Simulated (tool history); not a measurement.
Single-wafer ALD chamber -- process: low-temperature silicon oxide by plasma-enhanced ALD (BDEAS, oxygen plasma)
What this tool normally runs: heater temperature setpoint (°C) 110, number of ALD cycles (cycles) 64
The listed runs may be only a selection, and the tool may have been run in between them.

run	hour	heater temperature setpoint (°C)	number of ALD cycles (cycles)	read-back reference wafer on the same gauge, thickness_nm	mean film thickness on the monitor wafer (angstrom)
1	0	110	64	10.518	92.93
2	49.9	110	64	10.522	92.92
3	132.1	110	64	10.518	93.1
4	181.5	110	64	10.517	93.03
5	282.4	110	64	10.52	93.03
6	363.3	110	64	10.519	92.64
# hour 410.2: gauge calibrated
7	425.2	110	64	10.522	93.09
8	709.4	110	64	10.506	92.62
9	777.9	110	64	10.516	92.27
10	817	110	64	10.515	92.09
11	856.3	110	64	10.526	92.36
12	893.5	110	64	10.508	91.92
13	963.9	110	64	10.51	92.55
14	1068.5	110	64	10.524	91.84
15	1106.8	110	64	10.53	92.14
# hour 1157.6: thermocouple changed; heater temperature recalibrated
16	1158.1	110	64	10.524	93.59
17	1226.6	99	64	10.524	95.47
18	1309.9	119	64	10.515	91.17
19	1382.3	119	64	10.511	91.25
20	1457.8	110	64	10.525	92.62
21	1512	110	60	10.51	87.19
22	1572.5	110	67	10.522	97.3
23	1670.5	110	64	10.52	93.1
24	1764.3	97	56	10.513	83.86
25	1835.4	95	72	10.529	108.18
26	1895.4	110	64	10.52	92.81
27	1983.5	110	70	10.509	101.1
28	2042.7	110	64	10.525	92.31
# hour 2113.6: thermocouple changed; heater temperature recalibrated
29	2114.3	110	64	10.521	93.23
30	2166.7	95	73	10.521	110
31	2228.6	100	72	10.515	106.03
32	2284	110	67	10.515	96.82
33	2351.4	110	70	10.523	101.3
# hour 2419.2: gauge calibrated
34	2449.3	105	68	10.51	99.21
35	2501.8	110	64	10.522	92.46
36	2605.6	123	73	10.52	103.35
37	2693.9	120	69	10.522	97.96
38	2778.1	95	51	10.519	75.77
39	2853.8	101	57	10.535	83.92
40	2920.9	102	64	10.521	93.51
41	2977.8	104	74	10.522	108.02
# hour 3059.2: thermocouple changed; heater temperature recalibrated
42	3079.7	115	53	10.525	75.73
43	3225.6	115	57	10.518	81.96
44	3300.2	114	72	10.518	103.33
45	3345.7	98	67	10.507	99.43

5 options for the next run, each taken on its own from the tool as it stands now. Forecast them:
A	3346.2	110	64	?	?
B	3346.2	96	76	?	?
C	3346.2	119	61	?	?
D	3346.2	100	64	?	?
E	3346.2	119	76	?	?

run	read-back reference wafer on the same gauge, thickness_nm	mean film thickness on the monitor wafer (angstrom)
A	10.52	92.46
B	10.52	113.44
C	10.52	86.61
D	10.52	94.23
E	10.52	107.9
The same runs, with their run-to-run variation unchanged, on a tool lacking any hidden condition would have given:
run	mean film thickness on the monitor wafer (angstrom)
A	92.66
B	113.9
C	86.79
D	94.5
E	108.13

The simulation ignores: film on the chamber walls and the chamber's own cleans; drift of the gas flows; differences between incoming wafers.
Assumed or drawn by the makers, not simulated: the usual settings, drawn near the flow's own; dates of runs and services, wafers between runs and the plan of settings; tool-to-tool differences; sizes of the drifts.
